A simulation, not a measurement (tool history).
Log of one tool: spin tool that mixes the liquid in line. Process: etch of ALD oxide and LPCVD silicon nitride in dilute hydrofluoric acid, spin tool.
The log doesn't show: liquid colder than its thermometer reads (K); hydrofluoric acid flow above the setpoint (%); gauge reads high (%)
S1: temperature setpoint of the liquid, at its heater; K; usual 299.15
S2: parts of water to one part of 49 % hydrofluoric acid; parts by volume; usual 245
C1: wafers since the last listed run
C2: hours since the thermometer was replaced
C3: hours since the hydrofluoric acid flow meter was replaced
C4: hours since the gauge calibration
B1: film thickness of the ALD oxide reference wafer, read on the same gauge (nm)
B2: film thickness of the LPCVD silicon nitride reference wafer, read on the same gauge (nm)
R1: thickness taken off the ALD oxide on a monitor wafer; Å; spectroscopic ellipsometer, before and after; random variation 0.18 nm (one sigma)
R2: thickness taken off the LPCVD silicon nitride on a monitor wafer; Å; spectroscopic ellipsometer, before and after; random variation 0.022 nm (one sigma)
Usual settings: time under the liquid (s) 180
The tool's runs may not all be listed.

run 1 hour=0 | S1=299.15 S2=245 time_under_the_liquid_(s)=180 | C1=0 C2=1663 C3=17.4 C4=287.2 | B1=109.99 B2=110.013 | R1=186.4 R2=4.57
-- hour=79.8 thermometer replaced
run 2 hour=82.1 | S1=299.15 S2=245 time_under_the_liquid_(s)=180 | C1=413 C2=2.3 C3=99.5 C4=369.3 | B1=110.02 B2=109.991 | R1=186.1 R2=4.35
run 3 hour=96.4 | S1=299.15 S2=245 time_under_the_liquid_(s)=180 | C1=72 C2=16.6 C3=113.8 C4=383.6 | B1=110.02 B2=109.984 | R1=184.1 R2=3.87
run 4 hour=118.7 | S1=299.15 S2=245 time_under_the_liquid_(s)=180 | C1=113 C2=38.9 C3=136.1 C4=405.9 | B1=110.02 B2=110.026 | R1=186.5 R2=4.26
run 5 hour=132.3 | S1=299.15 S2=245 time_under_the_liquid_(s)=180 | C1=69 C2=52.5 C3=149.7 C4=419.5 | B1=109.97 B2=109.994 | R1=186.4 R2=4.5
run 6 hour=163.5 | S1=299.15 S2=245 time_under_the_liquid_(s)=180 | C1=159 C2=83.7 C3=180.9 C4=450.7 | B1=110.05 B2=110.011 | R1=184.9 R2=4.07
run 7 hour=256.3 | S1=294.65 S2=305 time_under_the_liquid_(s)=75 | C1=472 C2=176.5 C3=273.7 C4=543.5 | B1=110.02 B2=110.006 | R1=50 R2=1
run 8 hour=281.2 | S1=299.15 S2=245 time_under_the_liquid_(s)=180 | C1=126 C2=201.4 C3=298.6 C4=568.4 | B1=109.94 B2=110.006 | R1=185.8 R2=4.06
-- hour=288.1 gauge calibrated
run 9 hour=304.4 | S1=299.15 S2=170 time_under_the_liquid_(s)=180 | C1=118 C2=224.6 C3=321.8 C4=16.3 | B1=109.98 B2=110.004 | R1=294.6 R2=6.07
run 10 hour=317.4 | S1=302.65 S2=245 time_under_the_liquid_(s)=180 | C1=66 C2=237.6 C3=334.8 C4=29.3 | B1=109.98 B2=110.022 | R1=211.4 R2=4.83
run 11 hour=349.2 | S1=299.15 S2=245 time_under_the_liquid_(s)=180 | C1=162 C2=269.4 C3=366.6 C4=61.1 | B1=109.98 B2=110.007 | R1=187.2 R2=4.39
run 12 hour=380 | S1=299.15 S2=245 time_under_the_liquid_(s)=145 | C1=156 C2=300.2 C3=397.4 C4=91.9 | B1=110 B2=109.998 | R1=147.9 R2=3.4
run 13 hour=408.5 | S1=302.15 S2=245 time_under_the_liquid_(s)=135 | C1=145 C2=328.7 C3=425.9 C4=120.4 | B1=109.97 B2=110.009 | R1=156.2 R2=3.72
run 14 hour=422.7 | S1=299.15 S2=245 time_under_the_liquid_(s)=180 | C1=72 C2=342.9 C3=440.1 C4=134.6 | B1=110.03 B2=110.004 | R1=185.2 R2=4.08
run 15 hour=442.2 | S1=299.15 S2=245 time_under_the_liquid_(s)=180 | C1=99 C2=362.4 C3=459.6 C4=154.1 | B1=110.01 B2=110.005 | R1=185.1 R2=4.03
run 16 hour=477.2 | S1=297.15 S2=355 time_under_the_liquid_(s)=135 | C1=178 C2=397.4 C3=494.6 C4=189.1 | B1=110.03 B2=110.015 | R1=80.3 R2=1.93
-- hour=478.7 hydrofluoric acid flow meter replaced
run 17 hour=502.4 | S1=296.65 S2=290 time_under_the_liquid_(s)=225 | C1=123 C2=422.6 C3=23.7 C4=214.3 | B1=110.02 B2=109.996 | R1=172.1 R2=3.66
run 18 hour=514.6 | S1=295.15 S2=205 time_under_the_liquid_(s)=105 | C1=62 C2=434.8 C3=35.9 C4=226.5 | B1=109.99 B2=110.033 | R1=117.1 R2=2.35
run 19 hour=546.1 | S1=299.15 S2=280 time_under_the_liquid_(s)=230 | C1=160 C2=466.3 C3=67.4 C4=258 | B1=110.07 B2=110.021 | R1=203.6 R2=5.18
run 20 hour=570.4 | S1=299.15 S2=245 time_under_the_liquid_(s)=180 | C1=123 C2=490.6 C3=91.7 C4=282.3 | B1=109.95 B2=109.974 | R1=184.9 R2=3.95
run 21 hour=596 | S1=303.65 S2=215 time_under_the_liquid_(s)=240 | C1=130 C2=516.2 C3=117.3 C4=307.9 | B1=109.94 B2=110 | R1=339.4 R2=8.11
run 22 hour=619.1 | S1=302.65 S2=170 time_under_the_liquid_(s)=100 | C1=117 C2=539.3 C3=140.4 C4=331 | B1=110.04 B2=110.018 | R1=182.2 R2=4.1
run 23 hour=649.1 | S1=294.65 S2=210 time_under_the_liquid_(s)=180 | C1=152 C2=569.3 C3=170.4 C4=361 | B1=109.97 B2=109.99 | R1=190.7 R2=3.39
run 24 hour=661.8 | S1=302.65 S2=170 time_under_the_liquid_(s)=85 | C1=64 C2=582 C3=183.1 C4=373.7 | B1=109.99 B2=110.023 | R1=158 R2=3.24
run 25 hour=678 | S1=299.15 S2=245 time_under_the_liquid_(s)=180 | C1=82 C2=598.2 C3=199.3 C4=389.9 | B1=109.98 B2=110.019 | R1=186 R2=4.38
run 26 hour=701 | S1=299.15 S2=245 time_under_the_liquid_(s)=180 | C1=117 C2=621.2 C3=222.3 C4=412.9 | B1=109.99 B2=109.991 | R1=185 R2=4.05

4 ways to go on from here, each from the tool as it stands after run 26. What would each give?
run A hour=701.5 | S1=299.15 S2=245 time_under_the_liquid_(s)=180 | C1=2 C2=621.7 C3=222.8 C4=413.4 | B1=? B2=? | R1=? R2=?
run B hour=701.5 | S1=299.15 S2=245 time_under_the_liquid_(s)=130 | C1=2 C2=621.7 C3=222.8 C4=413.4 | B1=? B2=? | R1=? R2=?
run C hour=701.5 | S1=302.65 S2=320 time_under_the_liquid_(s)=140 | C1=2 C2=621.7 C3=222.8 C4=413.4 | B1=? B2=? | R1=? R2=?
run D hour=701.5 | S1=303.15 S2=310 time_under_the_liquid_(s)=290 | C1=2 C2=621.7 C3=222.8 C4=413.4 | B1=? B2=? | R1=? R2=?

run=A B1=110.01 B2=110.008 R1=184.6 R2=4.35
run=B B1=110.01 B2=110.008 R1=133.3 R2=3.14
run=C B1=110.01 B2=110.008 R1=114.1 R2=3.17
run=D B1=110.01 B2=110.008 R1=250.6 R2=6.99
Without the tool's hidden state the same runs would have given:
run=A R1=184.6 R2=4.35
run=B R1=133.3 R2=3.14
run=C R1=114.1 R2=3.17
run=D R1=250.6 R2=6.99
